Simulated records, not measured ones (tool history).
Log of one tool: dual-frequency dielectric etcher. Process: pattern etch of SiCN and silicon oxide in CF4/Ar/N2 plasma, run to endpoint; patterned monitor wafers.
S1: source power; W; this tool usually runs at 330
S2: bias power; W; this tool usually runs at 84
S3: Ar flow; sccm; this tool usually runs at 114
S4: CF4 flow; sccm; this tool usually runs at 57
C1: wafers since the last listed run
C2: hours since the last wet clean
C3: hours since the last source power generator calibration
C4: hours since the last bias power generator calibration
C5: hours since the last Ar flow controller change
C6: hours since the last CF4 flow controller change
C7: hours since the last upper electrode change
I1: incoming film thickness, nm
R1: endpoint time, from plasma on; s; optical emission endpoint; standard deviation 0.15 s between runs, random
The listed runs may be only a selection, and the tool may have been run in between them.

run,hour,S1,S2,S3,S4,C1,C2,C3,C4,C5,C6,C7,I1,R1
1,0.0,330,84,114,57,0,645.9,1208.9,37.3,4689.2,1597.7,1798.7,12.37,17.3
# hour 30.9: wet clean of the chamber
2,75.9,330,84,114,57,1009,45.0,1284.8,113.2,4765.1,1673.6,1874.6,12.32,17.1
3,248.6,330,84,114,57,3357,217.7,1457.5,285.9,4937.8,1846.3,2047.3,12.23,16.8
4,331.0,330,84,114,57,1602,300.1,1539.9,368.3,5020.2,1928.7,2129.7,12.22,16.9
5,380.2,330,84,127,57,956,349.3,1589.1,417.5,5069.4,1977.9,2178.9,12.25,17.3
6,458.6,330,84,114,57,1524,427.7,1667.5,495.9,5147.8,2056.3,2257.3,12.27,16.9
# hour 526.7: upper electrode replaced
# hour 625.1: wet clean of the chamber
7,780.0,330,84,114,64,5315,154.9,1988.9,817.3,5469.2,2377.7,253.3,12.26,16.9
8,871.7,330,92,114,68,1782,246.6,2080.6,909.0,5560.9,2469.4,345.0,12.31,15.9
9,959.1,260,84,95,45,1699,334.0,2168.0,996.4,5648.3,2556.8,432.4,12.32,20.7
# hour 997.4: CF4 flow controller replaced
10,997.9,300,67,134,43,637,372.8,2206.8,1035.2,5687.1,0.5,471.2,12.20,21.3
11,1045.0,370,103,114,57,915,419.9,2253.9,1082.3,5734.2,47.6,518.3,12.22,13.9
12,1085.8,330,84,114,62,793,460.7,2294.7,1123.1,5775.0,88.4,559.1,12.24,16.6
13,1156.0,330,84,114,57,1364,530.9,2364.9,1193.3,5845.2,158.6,629.3,12.44,17.2
# hour 1169.7: source power generator calibrated
# hour 1172.7: Ar flow controller replaced
14,1192.8,330,92,87,48,580,567.7,23.1,1230.1,20.1,195.4,666.1,12.35,16.7
# hour 1259.4: wet clean of the chamber
15,1259.9,330,64,94,57,837,0.5,90.2,1297.2,87.2,262.5,733.2,12.26,19.7
16,1330.8,370,71,105,57,1378,71.4,161.1,1368.1,158.1,333.4,804.1,12.28,17.0
17,1438.5,330,76,90,62,2093,179.1,268.8,1475.8,265.8,441.1,911.8,12.34,18.1
18,1538.9,330,84,114,57,1951,279.5,369.2,1576.2,366.2,541.5,1012.2,12.37,17.3
19,1609.2,330,84,114,57,1366,349.8,439.5,1646.5,436.5,611.8,1082.5,12.31,17.5
20,1661.8,330,84,98,57,1022,402.4,492.1,1699.1,489.1,664.4,1135.1,12.34,17.1
21,1710.6,330,67,114,57,948,451.2,540.9,1747.9,537.9,713.2,1183.9,12.18,19.6
22,1796.7,280,63,114,57,1673,537.3,627.0,1834.0,624.0,799.3,1270.0,12.34,23.5
# hour 1889.8: wet clean of the chamber
23,1890.3,330,101,114,44,1353,0.5,720.6,1927.6,717.6,892.9,1363.6,12.23,16.3
24,1920.0,330,84,134,57,577,30.2,750.3,1957.3,747.3,922.6,1393.3,12.37,17.7

Pick out some run-to-run changes in R1. Of each, how much would a tool without hidden state show as well, from the settings, what came in and chance, and how much is left for the hidden state and any gauge scatter not in both results compared?
Hidden state present: etch rate over this chamber's usual, %; source power that arrives over what is set, %; bias power that arrives over what is set, %; Ar flow that arrives over what is set, %; CF4 flow that arrives over what is set, %.
Run 8 -> 9: S1 330 -> 260, S2 92 -> 84, S3 114 -> 95, S4 68 -> 45. R1 +4.8 s: hidden state -0.2, all else +5.0.
Run 10 -> 11: S1 300 -> 370, S2 67 -> 103, S3 134 -> 114, S4 43 -> 57. R1 -7.4 s: hidden state +0.2, all else -7.6.
Run 13 -> 14: S2 84 -> 92, S3 114 -> 87, S4 57 -> 48, source power generator calibrated, Ar flow controller replaced. R1 -0.5 s: hidden state +0.8, all else -1.3.
Run 22 -> 23: S1 280 -> 330, S2 63 -> 101, S4 57 -> 44, wet clean of the chamber. R1 -7.2 s: hidden state +0.0, all else -7.2.
